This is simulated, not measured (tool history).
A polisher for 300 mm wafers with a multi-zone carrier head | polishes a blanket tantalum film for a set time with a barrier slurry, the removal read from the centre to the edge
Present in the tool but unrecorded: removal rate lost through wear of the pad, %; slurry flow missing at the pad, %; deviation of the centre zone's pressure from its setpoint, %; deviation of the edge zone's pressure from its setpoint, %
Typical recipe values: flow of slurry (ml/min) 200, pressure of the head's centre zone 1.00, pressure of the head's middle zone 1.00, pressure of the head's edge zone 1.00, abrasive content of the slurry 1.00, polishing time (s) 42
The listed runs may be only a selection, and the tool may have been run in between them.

| run | hour | flow of slurry (ml/min) | pressure of the head's centre zone | pressure of the head's middle zone | pressure of the head's edge zone | abrasive content of the slurry | polishing time (s) | wafers since the last listed run | wafers polished on this pad | hours since the slurry nozzle was cleaned | hours since the centre zone pressure was calibrated | hours since the edge zone pressure was calibrated | hours since the carrier head's membrane was replaced | incoming thickness of the incoming film, nm | film removed at the wafer's centre (angstrom) | film removed at mid-radius (angstrom) | film removed at the wafer's edge (angstrom) |
|---|---|---|---|---|---|---|---|---|---|---|---|---|---|---|---|---|---|
| 1 | 0.0 | 200 | 1.00 | 1.00 | 1.00 | 1.00 | 42 | 0 | 4585 | 276.6 | 378.5 | 1224.9 | 200.4 | 231.9 | 843 | 854 | 862 |
| 2 | 98.7 | 200 | 1.00 | 1.09 | 1.00 | 1.00 | 42 | 1393 | 5978 | 375.3 | 477.2 | 1323.6 | 299.1 | 225.4 | 849 | 892 | 855 |
| 3 | 155.0 | 200 | 1.00 | 1.00 | 1.00 | 1.00 | 42 | 794 | 6773 | 431.6 | 533.5 | 1379.9 | 355.4 | 230.5 | 853 | 825 | 860 |
|  | 165.3 | worn pad replaced by a new one |
| 4 | 220.4 | 200 | 1.00 | 0.95 | 1.00 | 1.00 | 42 | 866 | 778 | 497.0 | 598.9 | 1445.3 | 420.8 | 233.1 | 837 | 803 | 857 |
|  | 230.6 | slurry nozzle cleaned |
|  | 237.4 | edge zone pressure recalibrated |
| 5 | 322.2 | 140 | 1.00 | 0.95 | 1.00 | 0.70 | 30 | 1394 | 2173 | 91.6 | 700.7 | 84.8 | 522.6 | 234.1 | 529 | 508 | 541 |
| 6 | 417.2 | 200 | 1.00 | 0.90 | 0.90 | 1.00 | 54 | 1341 | 3514 | 186.6 | 795.7 | 179.8 | 617.6 | 231.7 | 1079 | 1006 | 1051 |
| 7 | 460.4 | 200 | 1.00 | 1.11 | 0.90 | 1.25 | 57 | 609 | 4123 | 229.8 | 838.9 | 223.0 | 660.8 | 225.2 | 1208 | 1331 | 1166 |
|  | 552.2 | carrier head's membrane replaced by a new one |
| 8 | 563.1 | 200 | 1.00 | 0.97 | 1.00 | 1.20 | 42 | 1379 | 5503 | 332.5 | 941.6 | 325.7 | 10.9 | 232.1 | 877 | 837 | 911 |
|  | 633.5 | centre zone pressure recalibrated |
|  | 664.3 | worn pad replaced by a new one |
| 9 | 664.8 | 200 | 1.00 | 1.00 | 1.00 | 1.00 | 42 | 1350 | 7 | 434.2 | 31.3 | 427.4 | 112.6 | 226.0 | 823 | 809 | 849 |
| 10 | 735.2 | 200 | 1.00 | 1.00 | 0.96 | 1.15 | 31 | 993 | 1001 | 504.6 | 101.7 | 497.8 | 183.0 | 227.1 | 634 | 640 | 638 |
|  | 745.7 | slurry nozzle cleaned |
| 11 | 809.6 | 200 | 1.00 | 1.00 | 0.96 | 0.90 | 35 | 1036 | 2037 | 63.9 | 176.1 | 572.2 | 257.4 | 234.5 | 699 | 697 | 686 |
| 12 | 855.8 | 260 | 1.00 | 1.00 | 1.00 | 0.90 | 42 | 652 | 2689 | 110.1 | 222.3 | 618.4 | 303.6 | 232.1 | 850 | 852 | 866 |
| 13 | 951.9 | 200 | 1.00 | 1.04 | 1.00 | 1.00 | 42 | 1356 | 4046 | 206.2 | 318.4 | 714.5 | 399.7 | 226.3 | 848 | 855 | 858 |
| 14 | 1032.1 | 200 | 1.00 | 1.00 | 1.00 | 1.00 | 42 | 1132 | 5178 | 286.4 | 398.6 | 794.7 | 479.9 | 231.8 | 820 | 831 | 862 |
| 15 | 1074.9 | 200 | 1.00 | 1.07 | 1.00 | 1.00 | 42 | 604 | 5782 | 329.2 | 441.4 | 837.5 | 522.7 | 226.5 | 817 | 880 | 856 |
|  | 1136.8 | worn pad replaced by a new one |
| 16 | 1154.9 | 200 | 1.00 | 1.00 | 1.00 | 1.00 | 42 | 1072 | 255 | 409.2 | 521.4 | 917.5 | 602.7 | 228.8 | 828 | 842 | 852 |
|  | 1218.7 | slurry nozzle cleaned |
| 17 | 1238.6 | 200 | 1.00 | 1.00 | 1.00 | 1.00 | 42 | 1167 | 1423 | 19.9 | 605.1 | 1001.2 | 686.4 | 231.8 | 872 | 880 | 877 |
| 18 | 1288.5 | 200 | 1.00 | 1.11 | 1.00 | 1.25 | 42 | 704 | 2127 | 69.8 | 655.0 | 1051.1 | 736.3 | 226.4 | 914 | 1028 | 920 |
| 19 | 1342.9 | 200 | 1.00 | 1.10 | 1.00 | 1.00 | 42 | 767 | 2895 | 124.2 | 709.4 | 1105.5 | 790.7 | 227.6 | 857 | 905 | 858 |
| 20 | 1441.2 | 260 | 1.00 | 1.00 | 1.00 | 1.25 | 47 | 1387 | 4282 | 222.5 | 807.7 | 1203.8 | 889.0 | 231.9 | 1034 | 1026 | 1024 |

How would selected steps in film removed at the wafer's centre (angstrom) from run to run divide? Give the signed amount a tool lacking its hidden state would still show from settings, what came in and random variation, and the signed amount left for the hidden state, including any gauge scatter that is not in both of the compared results.
Run 4 -> 5: flow of slurry (ml/min) 200 -> 140, abrasive content of the slurry 1.00 -> 0.70, polishing time (s) 42 -> 30, slurry nozzle cleaned, edge zone pressure recalibrated. film removed at the wafer's centre (angstrom) -308: hidden state +28, all else -336.
Run 5 -> 6: flow of slurry (ml/min) 140 -> 200, pressure of the head's middle zone 0.95 -> 0.90, pressure of the head's edge zone 1.00 -> 0.90, abrasive content of the slurry 0.70 -> 1.00, polishing time (s) 30 -> 54. film removed at the wafer's centre (angstrom) +550: hidden state -27, all else +577.
Run 7 -> 8: pressure of the head's middle zone 1.11 -> 0.97, pressure of the head's edge zone 0.90 -> 1.00, abrasive content of the slurry 1.25 -> 1.20, polishing time (s) 57 -> 42, carrier head's membrane replaced by a new one. film removed at the wafer's centre (angstrom) -331: hidden state +8, all else -339.
Run 16 -> 17: slurry nozzle cleaned. film removed at the wafer's centre (angstrom) +44: hidden state +44, all else +0.
